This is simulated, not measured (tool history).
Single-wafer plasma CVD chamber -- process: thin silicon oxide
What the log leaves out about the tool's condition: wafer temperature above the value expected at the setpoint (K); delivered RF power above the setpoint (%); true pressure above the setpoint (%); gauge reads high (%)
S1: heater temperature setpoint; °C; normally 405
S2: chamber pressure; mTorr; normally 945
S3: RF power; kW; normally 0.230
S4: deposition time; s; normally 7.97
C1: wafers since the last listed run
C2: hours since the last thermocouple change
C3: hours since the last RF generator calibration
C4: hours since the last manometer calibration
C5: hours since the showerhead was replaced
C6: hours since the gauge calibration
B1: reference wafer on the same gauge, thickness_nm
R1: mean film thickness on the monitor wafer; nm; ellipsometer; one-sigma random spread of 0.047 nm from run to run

Run 1, hour 0.0: usual settings but S1 413 °C; C1 0; C2 1276.3; C3 1619.0; C4 783.2; C5 2206.3; C6 32.7; B1 16.908. Result: R1 14.436 nm.
Run 2, hour 7.6: usual settings; C1 159; C2 1283.9; C3 1626.6; C4 790.8; C5 2213.9; C6 40.3; B1 16.906. Result: R1 14.438 nm.
Run 3, hour 16.9: usual settings but S1 399 °C, S4 8.83 s; C1 194; C2 1293.2; C3 1635.9; C4 800.1; C5 2223.2; C6 49.6; B1 16.907. Result: R1 16.127 nm.
Run 4, hour 25.8: usual settings but S1 399 °C, S4 8.83 s; C1 186; C2 1302.1; C3 1644.8; C4 809.0; C5 2232.1; C6 58.5; B1 16.896. Result: R1 15.955 nm.
Run 5, hour 40.7: usual settings but S1 399 °C, S4 8.83 s; C1 311; C2 1317.0; C3 1659.7; C4 823.9; C5 2247.0; C6 73.4; B1 16.922. Result: R1 16.119 nm.
Run 6, hour 58.0: usual settings; C1 362; C2 1334.3; C3 1677.0; C4 841.2; C5 2264.3; C6 90.7; B1 16.892. Result: R1 14.376 nm.
Run 7, hour 73.6: usual settings; C1 326; C2 1349.9; C3 1692.6; C4 856.8; C5 2279.9; C6 106.3; B1 16.907. Result: R1 14.396 nm.
Run 8, hour 89.2: usual settings; C1 326; C2 1365.5; C3 1708.2; C4 872.4; C5 2295.5; C6 121.9; B1 16.895. Result: R1 14.321 nm.
Run 9, hour 123.4: usual settings; C1 716; C2 1399.7; C3 1742.4; C4 906.6; C5 2329.7; C6 156.1; B1 16.903. Result: R1 14.332 nm.
Run 10, hour 131.5: usual settings but S2 1005 mTorr; C1 169; C2 1407.8; C3 1750.5; C4 914.7; C5 2337.8; C6 164.2; B1 16.901. Result: R1 14.954 nm.
Run 11, hour 141.8: usual settings but S2 1005 mTorr; C1 215; C2 1418.1; C3 1760.8; C4 925.0; C5 2348.1; C6 174.5; B1 16.887. Result: R1 14.928 nm.
Run 12, hour 155.2: usual settings but S2 1005 mTorr; C1 280; C2 1431.5; C3 1774.2; C4 938.4; C5 2361.5; C6 187.9; B1 16.921. Result: R1 14.893 nm.
Run 13, hour 162.8: usual settings but S2 795 mTorr, S4 7.29 s; C1 159; C2 1439.1; C3 1781.8; C4 946.0; C5 2369.1; C6 195.5; B1 16.891. Result: R1 11.337 nm.
At hour 183.0: capacitance manometer re-zeroed and calibrated.
Run 14, hour 183.5: usual settings but S2 795 mTorr, S4 7.29 s; C1 265; C2 1459.8; C3 1802.5; C4 0.5; C5 2389.8; C6 216.2; B1 16.895. Result: R1 12.172 nm.
Run 15, hour 193.7: usual settings but S2 795 mTorr, S4 7.29 s; C1 213; C2 1470.0; C3 1812.7; C4 10.7; C5 2400.0; C6 226.4; B1 16.883. Result: R1 12.149 nm.
Run 16, hour 205.8: usual settings but S1 398 °C, S2 793 mTorr, S3 0.195 kW, S4 6.99 s; C1 253; C2 1482.1; C3 1824.8; C4 22.8; C5 2412.1; C6 238.5; B1 16.893. Result: R1 9.999 nm.
At hour 217.9: RF generator calibrated.
Run 17, hour 222.5: usual settings; C1 182; C2 1498.8; C3 4.6; C4 39.5; C5 2428.8; C6 255.2; B1 16.905. Result: R1 16.036 nm.
Run 18, hour 239.2: usual settings but S1 394 °C, S2 737 mTorr, S3 0.215 kW; C1 349; C2 1515.5; C3 21.3; C4 56.2; C5 2445.5; C6 271.9; B1 16.902. Result: R1 12.746 nm.
Run 19, hour 255.8: usual settings but S2 711 mTorr, S4 6.79 s; C1 347; C2 1532.1; C3 37.9; C4 72.8; C5 2462.1; C6 288.5; B1 16.879. Result: R1 11.024 nm.
At hour 260.1: gauge calibrated.
At hour 263.9: thermocouple changed; heater temperature recalibrated.
Run 20, hour 264.4: usual settings but S1 411 °C, S2 1022 mTorr, S3 0.200 kW; C1 12; C2 0.5; C3 46.5; C4 81.4; C5 2470.7; C6 4.3; B1 16.897. Result: R1 14.982 nm.
At hour 278.2: showerhead replaced.
Run 21, hour 278.7: usual settings but S1 411 °C, S2 730 mTorr; C1 131; C2 14.8; C3 60.8; C4 95.7; C5 0.5; C6 18.6; B1 16.899. Result: R1 13.116 nm.
Run 22, hour 283.0: usual settings but S1 395 °C, S2 1134 mTorr, S4 7.44 s; C1 90; C2 19.1; C3 65.1; C4 100.0; C5 4.8; C6 22.9; B1 16.890. Result: R1 16.924 nm.
Run 23, hour 297.5: usual settings but S2 1104 mTorr; C1 303; C2 33.6; C3 79.6; C4 114.5; C5 19.3; C6 37.4; B1 16.888. Result: R1 17.698 nm.
Run 24, hour 310.3: usual settings but S1 396 °C, S2 1088 mTorr, S3 0.215 kW, S4 6.91 s; C1 268; C2 46.4; C3 92.4; C4 127.3; C5 32.1; C6 50.2; B1 16.895. Result: R1 14.477 nm.
Run 25, hour 326.3: usual settings but S1 399 °C; C1 335; C2 62.4; C3 108.4; C4 143.3; C5 48.1; C6 66.2; B1 16.899. Result: R1 16.062 nm.
Run 26, hour 335.7: usual settings but S1 394 °C, S2 841 mTorr, S3 0.190 kW, S4 7.44 s; C1 196; C2 71.8; C3 117.8; C4 152.7; C5 57.5; C6 75.6; B1 16.887. Result: R1 11.699 nm.
Run 27, hour 374.1: usual settings but S1 393 °C, S3 0.250 kW; C1 804; C2 110.2; C3 156.2; C4 191.1; C5 95.9; C6 114.0; B1 16.900. Result: R1 17.077 nm.
Run 28, hour 386.7: usual settings; C1 263; C2 122.8; C3 168.8; C4 203.7; C5 108.5; C6 126.6; B1 16.902. Result: R1 15.900 nm.
Run 29, hour 395.5: usual settings but S2 1108 mTorr, S3 0.215 kW; C1 184; C2 131.6; C3 177.6; C4 212.5; C5 117.3; C6 135.4; B1 16.890. Result: R1 16.677 nm.

The same runs without the tool's hidden state, with the same run-to-run variation:
run      R1
  1  16.210
  2  16.225
  3  18.140
  4  17.963
  5  18.176
  6  16.239
  7  16.287
  8  16.230
  9  16.300
 10  16.953
 11  16.941
 12  16.924
 13  13.040
 14  13.121
 15  13.110
 16  10.903
 17  16.163
 18  12.877
 19  11.153
 20  15.154
 21  13.296
 22  17.134
 23  17.939
 24  14.699
 25  16.344
 26  11.934
 27  17.443
 28  16.270
 29  17.053
